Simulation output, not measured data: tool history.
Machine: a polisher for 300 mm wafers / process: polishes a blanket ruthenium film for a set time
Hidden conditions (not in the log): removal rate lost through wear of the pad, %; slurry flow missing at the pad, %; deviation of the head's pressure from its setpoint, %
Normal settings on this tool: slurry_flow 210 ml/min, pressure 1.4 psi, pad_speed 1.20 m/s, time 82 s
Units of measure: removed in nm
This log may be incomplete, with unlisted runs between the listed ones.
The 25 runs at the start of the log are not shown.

| run | hour | slurry_flow | pressure | pad_speed | time | wafers since the last listed run | wafers polished on this pad | hours since the slurry nozzle was cleaned | hours since the head pressure was calibrated | incoming thickness of the incoming film, nm | removed |
|---|---|---|---|---|---|---|---|---|---|---|---|
| 26 | 2215.8 | 210 | 1.4 | 1.20 | 82 | 508 | 3209 | 403.9 | 142.7 | 347.6 | 62.1 |
| 27 | 2289.3 | 175 | 1.4 | 1.20 | 82 | 558 | 3767 | 477.4 | 216.2 | 344.7 | 60.9 |
| 28 | 2370.5 | 210 | 1.6 | 1.20 | 82 | 616 | 4384 | 558.6 | 297.4 | 351.9 | 70.1 |
|  | 2452.8 | slurry nozzle cleaned |
| 29 | 2473.7 | 210 | 1.4 | 1.20 | 82 | 776 | 5160 | 20.9 | 400.6 | 350.9 | 61.3 |
| 30 | 2522.6 | 210 | 1.2 | 1.20 | 64 | 371 | 5531 | 69.8 | 449.5 | 355.8 | 40.9 |
|  | 2562.1 | worn pad replaced by a new one |
| 31 | 2583.4 | 210 | 1.4 | 1.20 | 56 | 431 | 162 | 130.6 | 510.3 | 349.3 | 44.6 |
| 32 | 2629.7 | 210 | 1.8 | 1.02 | 109 | 351 | 513 | 176.9 | 556.6 | 355.1 | 92.8 |
| 33 | 2702.2 | 210 | 1.1 | 1.20 | 82 | 550 | 1064 | 249.4 | 629.1 | 354.4 | 52.5 |
| 34 | 2754.2 | 210 | 1.2 | 1.10 | 82 | 394 | 1459 | 301.4 | 681.1 | 352.7 | 51.7 |
| 35 | 2809.0 | 210 | 1.4 | 1.46 | 82 | 416 | 1875 | 356.2 | 735.9 | 352.2 | 77.7 |
| 36 | 2848.9 | 210 | 0.9 | 1.20 | 82 | 303 | 2178 | 396.1 | 775.8 | 348.0 | 43.2 |

Here are 5 independent what-if runs from the current tool condition. What would each one return?
| A | 2849.3 | 210 | 1.0 | 1.20 | 82 | 3 | 2181 | 396.5 | 776.2 | 354.0 | ? |
| B | 2849.3 | 265 | 1.4 | 0.90 | 82 | 3 | 2181 | 396.5 | 776.2 | 354.0 | ? |
| C | 2849.3 | 210 | 1.4 | 1.08 | 82 | 3 | 2181 | 396.5 | 776.2 | 354.0 | ? |
| D | 2849.3 | 230 | 1.8 | 1.32 | 90 | 3 | 2181 | 396.5 | 776.2 | 354.0 | ? |
| E | 2849.3 | 255 | 1.6 | 1.20 | 71 | 3 | 2181 | 396.5 | 776.2 | 354.0 | ? |

| run | removed |
|---|---|
| A | 47.9 |
| B | 49.4 |
| C | 57.6 |
| D | 97.8 |
| E | 63.9 |
With the hidden condition removed and each run's random variation left untouched, the same runs would have given:
| run | removed |
|---|---|
| A | 49.3 |
| B | 50.9 |
| C | 59.3 |
| D | 100.8 |
| E | 65.8 |
